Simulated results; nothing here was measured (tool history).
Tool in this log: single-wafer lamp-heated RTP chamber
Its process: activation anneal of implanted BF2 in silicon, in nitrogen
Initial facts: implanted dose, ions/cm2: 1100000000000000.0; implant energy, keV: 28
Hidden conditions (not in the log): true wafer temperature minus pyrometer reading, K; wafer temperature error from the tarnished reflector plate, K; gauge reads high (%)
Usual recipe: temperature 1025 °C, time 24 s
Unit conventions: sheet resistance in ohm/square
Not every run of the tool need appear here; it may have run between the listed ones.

run,hour,temperature,time,wafers since the last listed run,wafers since the last pyrometer calibration,wafers since the reflector plate was cleaned,hours since the gauge calibration,"read-back reference wafer on the same gauge, sheet resistance",sheet resistance
1,0,1025,24,0,3697,3290,447.4,125.08,134.34
# hour 9.2: pyrometer window cleaned and pyrometer calibrated
2,17.1,1025,24,163,141,3454,464.5,125.07,134.59
3,44.7,1025,24,496,638,3951,492.1,124.91,135.22
# hour 58.1: reflector plate cleaned
4,62.9,1049,17,183,822,86,510.3,125.06,127.91
5,79.5,1025,24,298,1120,385,526.9,125.09,135.39
6,101.2,1025,24,390,1511,776,548.6,125.06,135.13
# hour 124: gauge calibrated
7,124.4,1025,24,417,1928,1193,0.4,125.01,135.14
8,152.8,1025,24,511,2439,1704,28.8,124.97,135.04
9,186.2,1025,24,600,3040,2305,62.2,125.03,135.14
10,202,1025,24,284,3324,2589,78,124.95,134.87
11,228.2,1025,15,471,3796,3061,104.2,124.94,141.8
12,248.8,1025,15,370,4167,3431,124.8,124.82,141.67
# hour 258.3: pyrometer window cleaned and pyrometer calibrated
# hour 266.5: reflector plate cleaned
13,277.7,1025,15,232,204,201,153.7,125.13,141.63
14,299.6,1025,21,394,598,595,175.6,125.04,137.06
15,320.5,1045,19,376,974,971,196.5,124.84,127.94
16,350.2,1025,24,534,1508,1506,226.2,124.92,135.4
17,384.4,1011,19,615,2124,2121,260.4,125.05,148.46
18,413,1043,20,514,2638,2636,289,124.98,128.73
19,442.8,1025,24,536,3175,3172,318.8,125.01,135.02
20,460.5,1011,14,318,3493,3490,336.5,124.93,153.03
21,490,1044,24,530,4024,4021,366,125.05,125.16
# hour 508.5: reflector plate cleaned
# hour 508.9: pyrometer window cleaned and pyrometer calibrated
22,511,1025,28,227,37,37,387,124.82,133.02
23,534.8,997,14,428,465,465,410.8,124.91,165.7
24,552.6,999,31,320,786,786,428.6,125.01,150.37
25,569.5,1039,19,304,1090,1090,445.5,124.87,131.32
26,600.7,1048,24,561,1651,1651,476.7,124.97,123.6
27,614.2,1014,33,242,1894,1894,490.2,125.04,137.89
28,639.4,1007,32,453,2348,2348,515.4,124.95,143.27
29,666.3,1025,24,484,2832,2832,542.3,125.05,134.85
# hour 668: gauge calibrated
30,679,1054,20,228,3060,3060,11,124.95,123.6
31,692.2,1043,24,237,3298,3298,24.2,124.95,126.39
32,714.6,1013,38,403,3701,3701,46.6,125.03,135.68
# hour 727.9: reflector plate cleaned
33,730.7,1025,13,145,3846,49,62.7,124.94,143.9
34,764.1,1050,18,600,4447,650,96.1,124.95,126.56
# hour 785.6: pyrometer window cleaned and pyrometer calibrated
35,787.4,1025,24,275,33,926,119.4,124.84,134.85
36,820.8,998,16,600,634,1527,152.8,124.9,162.56

State the hidden condition of the tool at each of the runs:
true wafer temperature minus pyrometer reading, K: 0 in every run
wafer temperature error from the tarnished reflector plate, K: 0 in every run
gauge reads high (%): 0 in every run

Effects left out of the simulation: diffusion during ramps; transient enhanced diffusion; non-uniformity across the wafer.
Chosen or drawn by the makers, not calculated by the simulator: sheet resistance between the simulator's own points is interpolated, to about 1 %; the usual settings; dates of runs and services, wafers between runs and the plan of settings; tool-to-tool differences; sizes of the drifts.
